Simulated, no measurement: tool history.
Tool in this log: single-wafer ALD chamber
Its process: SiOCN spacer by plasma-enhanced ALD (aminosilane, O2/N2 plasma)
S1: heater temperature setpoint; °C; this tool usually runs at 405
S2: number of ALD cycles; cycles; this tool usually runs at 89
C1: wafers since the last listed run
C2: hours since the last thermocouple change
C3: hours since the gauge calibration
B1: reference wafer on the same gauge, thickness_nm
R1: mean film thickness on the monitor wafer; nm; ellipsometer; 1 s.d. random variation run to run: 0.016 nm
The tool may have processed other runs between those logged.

Run 1, day 0.000: usual settings; C1 0; C2 281.2; C3 1210.5; B1 5.944. Result: R1 5.467 nm.
Run 2, day 2.229: usual settings; C1 137; C2 334.7; C3 1264.0; B1 5.945. Result: R1 5.438 nm.
Run 3, day 4.558: usual settings; C1 143; C2 390.6; C3 1319.9; B1 5.945. Result: R1 5.447 nm.
Run 4, day 6.225: usual settings but S2 99 cycles; C1 102; C2 430.6; C3 1359.9; B1 5.939. Result: R1 6.069 nm.
Run 5, day 7.317: usual settings but S2 99 cycles; C1 67; C2 456.8; C3 1386.1; B1 5.938. Result: R1 6.067 nm.
At day 7.596: gauge calibrated.
Run 6, day 8.650: usual settings but S2 99 cycles; C1 82; C2 488.8; C3 25.3; B1 5.935. Result: R1 6.115 nm.
Run 7, day 10.025: usual settings but S1 416 °C; C1 84; C2 521.8; C3 58.3; B1 5.944. Result: R1 5.258 nm.
Run 8, day 13.025: usual settings; C1 185; C2 593.8; C3 130.3; B1 5.945. Result: R1 5.496 nm.
Run 9, day 15.183: usual settings; C1 133; C2 645.6; C3 182.1; B1 5.944. Result: R1 5.470 nm.
Run 10, day 16.608: usual settings; C1 88; C2 679.8; C3 216.3; B1 5.933. Result: R1 5.458 nm.
Run 11, day 25.258: usual settings; C1 534; C2 887.4; C3 423.9; B1 5.934. Result: R1 5.480 nm.
Run 12, day 26.333: usual settings; C1 66; C2 913.2; C3 449.7; B1 5.940. Result: R1 5.484 nm.
Run 13, day 28.358: usual settings; C1 125; C2 961.8; C3 498.3; B1 5.927. Result: R1 5.477 nm.
Run 14, day 30.542: usual settings; C1 134; C2 1014.2; C3 550.7; B1 5.943. Result: R1 5.476 nm.
Run 15, day 33.142: usual settings; C1 160; C2 1076.6; C3 613.1; B1 5.952. Result: R1 5.490 nm.
Run 16, day 35.812: usual settings; C1 165; C2 1140.7; C3 677.2; B1 5.932. Result: R1 5.463 nm.
Run 17, day 37.004: usual settings but S2 100 cycles; C1 73; C2 1169.3; C3 705.8; B1 5.945. Result: R1 6.162 nm.
Run 18, day 38.883: usual settings but S2 100 cycles; C1 116; C2 1214.4; C3 750.9; B1 5.946. Result: R1 6.136 nm.
Run 19, day 40.817: usual settings; C1 119; C2 1260.8; C3 797.3; B1 5.939. Result: R1 5.475 nm.
Run 20, day 42.417: usual settings; C1 98; C2 1299.2; C3 835.7; B1 5.943. Result: R1 5.481 nm.
Run 21, day 43.738: usual settings; C1 81; C2 1330.9; C3 867.4; B1 5.941. Result: R1 5.467 nm.
Run 22, day 51.279: usual settings; C1 465; C2 1511.9; C3 1048.4; B1 5.933. Result: R1 5.500 nm.
Run 23, day 52.750: usual settings but S2 76 cycles; C1 90; C2 1547.2; C3 1083.7; B1 5.938. Result: R1 4.684 nm.
Run 24, day 53.958: usual settings but S1 394 °C, S2 99 cycles; C1 74; C2 1576.2; C3 1112.7; B1 5.937. Result: R1 6.111 nm.
Run 25, day 56.008: usual settings but S1 410 °C, S2 79 cycles; C1 126; C2 1625.4; C3 1161.9; B1 5.941. Result: R1 4.810 nm.
Run 26, day 57.546: usual settings but S1 395 °C, S2 101 cycles; C1 94; C2 1662.3; C3 1198.8; B1 5.936. Result: R1 6.202 nm.
Run 27, day 59.817: usual settings but S1 395 °C, S2 95 cycles; C1 140; C2 1716.8; C3 1253.3; B1 5.945. Result: R1 5.859 nm.
Run 28, day 61.496: usual settings but S1 409 °C, S2 101 cycles; C1 103; C2 1757.1; C3 1293.6; B1 5.937. Result: R1 6.187 nm.
Run 29, day 63.829: usual settings; C1 144; C2 1813.1; C3 1349.6; B1 5.938. Result: R1 5.472 nm.
At day 65.658: thermocouple changed; heater temperature recalibrated.
At day 68.433: gauge calibrated.
Run 30, day 72.350: usual settings but S1 412 °C, S2 72 cycles; C1 505; C2 160.6; C3 94.0; B1 5.939. Result: R1 4.288 nm.
Run 31, day 73.721: usual settings but S1 410 °C, S2 97 cycles; C1 84; C2 193.5; C3 126.9; B1 5.939. Result: R1 5.805 nm.
Run 32, day 75.058: usual settings but S1 410 °C; C1 82; C2 225.6; C3 159.0; B1 5.941. Result: R1 5.358 nm.
Run 33, day 77.929: usual settings but S1 397 °C, S2 74 cycles; C1 177; C2 294.5; C3 227.9; B1 5.939. Result: R1 4.560 nm.
Run 34, day 80.925: usual settings but S1 411 °C; C1 185; C2 366.4; C3 299.8; B1 5.941. Result: R1 5.348 nm.
Run 35, day 83.908: usual settings but S1 414 °C, S2 105 cycles; C1 184; C2 438.0; C3 371.4; B1 5.938. Result: R1 6.236 nm.
Run 36, day 85.721: usual settings but S2 96 cycles; C1 111; C2 481.5; C3 414.9; B1 5.940. Result: R1 5.871 nm.
Run 37, day 87.112: usual settings; C1 85; C2 514.9; C3 448.3; B1 5.953. Result: R1 5.476 nm.
Run 38, day 95.688: usual settings but S1 414 °C, S2 106 cycles; C1 529; C2 720.7; C3 654.1; B1 5.943. Result: R1 6.330 nm.
Run 39, day 97.029: usual settings but S1 419 °C, S2 84 cycles; C1 82; C2 752.9; C3 686.3; B1 5.937. Result: R1 4.936 nm.
Run 40, day 98.404: usual settings but S2 77 cycles; C1 84; C2 785.9; C3 719.3; B1 5.936. Result: R1 4.734 nm.
Run 41, day 99.704: usual settings; C1 80; C2 817.1; C3 750.5; B1 5.951. Result: R1 5.486 nm.
Run 42, day 101.354: usual settings; C1 101; C2 856.7; C3 790.1; B1 5.938. Result: R1 5.479 nm.
Run 43, day 104.150: usual settings but S1 413 °C, S2 80 cycles; C1 172; C2 923.8; C3 857.2; B1 5.935. Result: R1 4.811 nm.
Run 44, day 106.454: usual settings but S1 399 °C, S2 75 cycles; C1 142; C2 979.1; C3 912.5; B1 5.950. Result: R1 4.614 nm.

How would selected steps in R1 from run to run divide? Give the signed amount a tool lacking its hidden state would still show from settings, what came in and random variation, and the signed amount left for the hidden state, including any gauge scatter that is not in both of the compared results.
Unlogged tool condition in this case: wafer temperature above the value expected at the setpoint (K); gauge reads high (%).
Run 23 -> 24: S1 405 -> 394, S2 76 -> 99. R1 +1.427 nm: hidden state -0.070, all else +1.497.
Run 24 -> 25: S1 394 -> 410, S2 99 -> 79. R1 -1.301 nm: hidden state +0.106, all else -1.407.
Run 25 -> 26: S1 410 -> 395, S2 79 -> 101. R1 +1.392 nm: hidden state -0.106, all else +1.498.
Run 27 -> 28: S1 395 -> 409, S2 95 -> 101. R1 +0.328 nm: hidden state +0.137, all else +0.191.
Run 30 -> 31: S1 412 -> 410, S2 72 -> 97. R1 +1.517 nm: hidden state +0.015, all else +1.502.
Run 38 -> 39: S1 414 -> 419, S2 106 -> 84. R1 -1.394 nm: hidden state -0.019, all else -1.375.
